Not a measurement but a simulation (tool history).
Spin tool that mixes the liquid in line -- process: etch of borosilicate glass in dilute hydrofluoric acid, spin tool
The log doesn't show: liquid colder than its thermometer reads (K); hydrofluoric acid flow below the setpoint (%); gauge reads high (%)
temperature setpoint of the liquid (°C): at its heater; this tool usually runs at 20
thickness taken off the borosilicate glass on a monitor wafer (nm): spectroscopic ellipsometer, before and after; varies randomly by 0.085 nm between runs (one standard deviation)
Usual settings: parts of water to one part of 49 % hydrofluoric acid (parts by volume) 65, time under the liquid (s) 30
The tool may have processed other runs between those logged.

run,hour,temperature setpoint of the liquid (°C),parts of water to one part of 49 % hydrofluoric acid (parts by volume),time under the liquid (s),wafers since the last listed run,hours since the thermometer was replaced,hours since the hydrofluoric acid flow meter was replaced,hours since the gauge calibration,"read-back film thickness of the borosilicate glass reference wafer, read on the same gauge (nm)",thickness taken off the borosilicate glass on a monitor wafer (nm)
1,0,17,65,20,0,1363.5,900.3,593.3,80.01,10.08
# hour 7.1: gauge calibrated
2,10.1,23.5,85,30,168,1373.6,910.4,3,80,14.64
3,17.2,20,65,30,118,1380.7,917.5,10.1,80.02,17.1
4,31.5,20,65,30,238,1395,931.8,24.4,79.99,17.13
# hour 35.5: hydrofluoric acid flow meter replaced
5,40.6,20,65,30,134,1404.1,5.1,33.5,80,16.48
6,51.2,20,65,30,176,1414.7,15.7,44.1,80.02,16.64
7,64.6,17,65,30,223,1428.1,29.1,57.5,79.97,14.73
8,78.9,17,65,30,238,1442.4,43.4,71.8,80.01,14.7
9,96.5,20,65,35,293,1460,61,89.4,80.03,19.53
10,106.6,22,40,15,168,1470.1,71.1,99.5,80.01,15.24
11,117,18,90,15,173,1480.5,81.5,109.9,80,5.35
12,134.7,20,65,30,294,1498.2,99.2,127.6,80,16.44
13,145.9,20,80,30,186,1509.4,110.4,138.8,80,13.22
14,163.9,17,50,35,299,1527.4,128.4,156.8,79.99,22.36
15,178.4,20,40,50,241,1541.9,142.9,171.3,80,46.17
16,194.1,20,55,20,261,1557.6,158.6,187,80.03,13.13
# hour 196.4: hydrofluoric acid flow meter replaced, repeated, since the last time left the tool worse
17,203.6,18,35,20,141,1567.1,7.2,196.5,79.99,20.78
18,210.2,20,65,15,109,1573.7,13.8,203.1,80.01,8.85
19,222.9,21.5,75,15,211,1586.4,26.5,215.8,80,8.06
20,231.6,23,85,45,144,1595.1,35.2,224.5,80.01,22.53
# hour 247.8: thermometer replaced
21,248.3,18.5,65,30,261,0.5,51.9,241.2,79.99,16.62
22,292.4,24,80,20,734,44.6,96,285.3,80.02,11.05
23,304,24.5,45,20,193,56.2,107.6,296.9,79.98,21.03
24,312,18,55,15,133,64.2,115.6,304.9,80,9.75
25,334.8,17,65,20,379,87,138.4,327.7,80.01,10.32
26,347.3,20,65,30,208,99.5,150.9,340.2,79.97,17.62
27,362.5,17,75,30,253,114.7,166.1,355.4,79.99,13.26
28,380,24,85,45,291,132.2,183.6,372.9,79.99,23.29
29,402.8,20,65,30,379,155,206.4,395.7,80.01,17.72
30,415.8,20,65,30,216,168,219.4,408.7,79.98,17.73
31,433.2,20,75,40,289,185.4,236.8,426.1,80,20.13
32,444.4,24.5,85,30,186,196.6,248,437.3,80,15.9
33,460.6,20,90,30,269,212.8,264.2,453.5,80,12.24

Give the tool's hidden conditions for every run:
liquid colder than its thermometer reads (K): 0 across all the runs
gauge reads high (%): 0 across all the runs
H1: hydrofluoric acid flow below the setpoint (%)
run,H1
1,3.8
2,3.84
3,3.86
4,3.92
5,6.38
6,6.42
7,6.48
8,6.53
9,6.6
10,6.64
11,6.68
12,6.75
13,6.8
14,6.87
15,6.92
16,6.99
17,0.63
18,0.656
19,0.706
20,0.74
21,0.805
22,0.979
23,1.02
24,1.06
25,1.15
26,1.19
27,1.25
28,1.32
29,1.41
30,1.46
31,1.53
32,1.58
33,1.64

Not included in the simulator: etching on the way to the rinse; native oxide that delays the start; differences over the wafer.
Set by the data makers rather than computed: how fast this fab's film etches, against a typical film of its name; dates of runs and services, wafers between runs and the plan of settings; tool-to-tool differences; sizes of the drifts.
